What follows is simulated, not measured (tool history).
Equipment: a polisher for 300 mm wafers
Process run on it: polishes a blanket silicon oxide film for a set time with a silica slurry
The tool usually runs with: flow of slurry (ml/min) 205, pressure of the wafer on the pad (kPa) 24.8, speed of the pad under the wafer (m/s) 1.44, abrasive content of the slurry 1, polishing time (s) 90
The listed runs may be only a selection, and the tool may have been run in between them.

run	hour	flow of slurry (ml/min)	pressure of the wafer on the pad (kPa)	speed of the pad under the wafer (m/s)	abrasive content of the slurry	polishing time (s)	incoming thickness of the incoming film, nm	film removed (nm)
1	0	205	24.8	1.44	1	90	1744.7	351.9
2	17.5	205	24.8	1.68	1	90	1738	399.8
# hour 39.1: worn pad replaced by a new one
3	45.2	205	24.8	1.44	1	90	1788.9	349.8
# hour 55.7: conditioning disc replaced and pad reconditioned
4	57.6	205	24.8	1.1	1	90	1726.3	289.1
# hour 96.1: slurry blender recalibrated
5	96.6	205	24.8	1.1	1	90	1760.5	287.1
6	105.1	205	24.8	1.1	1	90	1738.4	284.9
7	112.6	205	24.8	1.44	1	90	1762.3	349.1
8	124.3	205	24.8	1.44	1	90	1757.8	354.2
9	139.1	205	24.8	1.44	1	90	1767.9	351
10	151.7	205	24.8	1.68	1	90	1791.4	396
# hour 166: worn pad replaced by a new one
# hour 167.7: slurry nozzle cleaned
11	203	205	24.8	1.66	1	90	1761.9	395
# hour 217.3: conditioning disc replaced and pad reconditioned
12	218.9	205	24.8	1.44	1	90	1767.1	356.3
# hour 227.1: head pressure recalibrated
13	229.8	235	24.8	1.44	1	90	1730.7	357.8
14	240.6	275	24.8	1.06	1.2	90	1771.7	308.2
# hour 246.8: slurry blender recalibrated
15	249	155	24.8	1.16	0.9	98	1733.2	299.6
16	260.7	205	24.8	1.44	1.3	82	1760.2	357.3
17	273.6	205	24.8	1.6	1	90	1759	383
18	282.6	205	24.8	1.44	1	90	1757.8	351.7
# hour 294.9: worn pad replaced by a new one
19	296.9	205	24.8	1.44	1	90	1747.5	352.7

Forecast each of these 3 alternatives for the next run:
A	297.3	205	24.8	1.44	1	90	1769.7	?
B	297.3	140	24.8	1.44	1	118	1769.7	?
C	297.3	245	24.8	1.84	1	90	1769.7	?

run	film removed (nm)
A	352.4
B	446
C	435.3
What these runs would have given with no unlogged condition in the tool:
run	film removed (nm)
A	352.4
B	446
C	435.3

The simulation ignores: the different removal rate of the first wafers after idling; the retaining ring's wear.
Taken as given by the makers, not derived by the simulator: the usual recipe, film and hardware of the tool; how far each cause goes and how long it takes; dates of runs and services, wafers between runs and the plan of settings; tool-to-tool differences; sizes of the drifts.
